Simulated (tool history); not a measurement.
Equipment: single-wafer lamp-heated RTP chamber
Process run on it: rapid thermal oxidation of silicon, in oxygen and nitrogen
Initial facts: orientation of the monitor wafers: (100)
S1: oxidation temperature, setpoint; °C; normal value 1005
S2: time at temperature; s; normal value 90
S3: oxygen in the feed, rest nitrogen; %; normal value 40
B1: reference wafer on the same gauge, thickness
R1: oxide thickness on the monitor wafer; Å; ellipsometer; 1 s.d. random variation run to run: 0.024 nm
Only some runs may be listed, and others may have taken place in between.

run 1 hour=0 | S1=1005 S2=90 S3=60 | B1=6.305 | R1=68.58
-- hour=33.4 pyrometer window cleaned and pyrometer calibrated
run 2 hour=69.5 | S1=1005 S2=90 S3=60 | B1=6.284 | R1=66.81
run 3 hour=113.4 | S1=1005 S2=90 S3=40 | B1=6.289 | R1=58.22
run 4 hour=160.9 | S1=1005 S2=90 S3=40 | B1=6.285 | R1=58.38
run 5 hour=185.4 | S1=1005 S2=90 S3=40 | B1=6.284 | R1=58.6
run 6 hour=251.5 | S1=1005 S2=90 S3=40 | B1=6.292 | R1=58.56
run 7 hour=296.7 | S1=1012 S2=90 S3=40 | B1=6.29 | R1=61.4
run 8 hour=348 | S1=1012 S2=90 S3=40 | B1=6.288 | R1=61.75
run 9 hour=383.2 | S1=1012 S2=90 S3=40 | B1=6.285 | R1=61.84
run 10 hour=420.7 | S1=1023 S2=102 S3=40 | B1=6.287 | R1=71.23
run 11 hour=454.1 | S1=1005 S2=90 S3=40 | B1=6.29 | R1=59.34
-- hour=465.9 pyrometer window cleaned and pyrometer calibrated
run 12 hour=644.5 | S1=1005 S2=71 S3=40 | B1=6.289 | R1=52.8
run 13 hour=676.1 | S1=1005 S2=71 S3=40 | B1=6.284 | R1=52.83
run 14 hour=722.3 | S1=1005 S2=71 S3=40 | B1=6.29 | R1=52.61
run 15 hour=858.8 | S1=984 S2=90 S3=40 | B1=6.288 | R1=51.11
-- hour=900.5 pyrometer window cleaned and pyrometer calibrated
run 16 hour=914.2 | S1=984 S2=90 S3=40 | B1=6.288 | R1=50.39
run 17 hour=939.7 | S1=1005 S2=107 S3=40 | B1=6.293 | R1=62.77
run 18 hour=964.5 | S1=1005 S2=107 S3=40 | B1=6.302 | R1=63.26
run 19 hour=1002.9 | S1=1012 S2=90 S3=40 | B1=6.288 | R1=61.08
run 20 hour=1036.7 | S1=988 S2=56 S3=40 | B1=6.292 | R1=42.68
run 21 hour=1062.2 | S1=1005 S2=90 S3=40 | B1=6.279 | R1=58.21
run 22 hour=1101.6 | S1=1005 S2=77 S3=55 | B1=6.295 | R1=60.77
run 23 hour=1203.6 | S1=1023 S2=90 S3=17 | B1=6.287 | R1=50.38
run 24 hour=1271.4 | S1=1019 S2=90 S3=40 | B1=6.29 | R1=65.28
run 25 hour=1317.9 | S1=1023 S2=90 S3=40 | B1=6.289 | R1=67.27
run 26 hour=1349.4 | S1=980 S2=48 S3=40 | B1=6.302 | R1=39.06
-- hour=1402.6 pyrometer window cleaned and pyrometer calibrated
run 27 hour=1403.1 | S1=1005 S2=90 S3=40 | B1=6.286 | R1=58.02
-- hour=1419.6 oxygen flow controller replaced
run 28 hour=1438.2 | S1=1031 S2=67 S3=40 | B1=6.29 | R1=61.4
-- hour=1450.2 gauge calibrated
run 29 hour=1470.5 | S1=984 S2=75 S3=25 | B1=6.29 | R1=40.78
run 30 hour=1517.6 | S1=1027 S2=90 S3=17 | B1=6.303 | R1=51.4
run 31 hour=1582.6 | S1=1005 S2=90 S3=40 | B1=6.295 | R1=58.36
run 32 hour=1620.8 | S1=1021 S2=90 S3=40 | B1=6.301 | R1=65.31
run 33 hour=1648.7 | S1=1033 S2=69 S3=63 | B1=6.3 | R1=73.93
run 34 hour=1713.4 | S1=995 S2=76 S3=68 | B1=6.288 | R1=61.28
run 35 hour=1740.5 | S1=977 S2=117 S3=27 | B1=6.296 | R1=47.88
-- hour=1819.3 pyrometer window cleaned and pyrometer calibrated
run 36 hour=1819.8 | S1=1005 S2=90 S3=52 | B1=6.284 | R1=63.89
run 37 hour=1877.3 | S1=1005 S2=90 S3=40 | B1=6.284 | R1=57.9
run 38 hour=1908.1 | S1=1005 S2=90 S3=40 | B1=6.279 | R1=58.33

Alternative continuations, all from the tool just after run 38; predict every row:
run A hour=1908.6 | S1=1005 S2=90 S3=61 | B1=? | R1=?
run B hour=1908.6 | S1=1005 S2=123 S3=40 | B1=? | R1=?
run C hour=1908.6 | S1=1005 S2=90 S3=17 | B1=? | R1=?
run D hour=1908.6 | S1=1005 S2=90 S3=24 | B1=? | R1=?

run=A B1=6.279 R1=67.27
run=B B1=6.279 R1=66.75
run=C B1=6.279 R1=44.26
run=D B1=6.279 R1=49.19
With the hidden condition removed and each run's random variation left untouched, the same runs would have given:
run=A R1=67.05
run=B R1=66.53
run=C R1=44.14
run=D R1=49.04
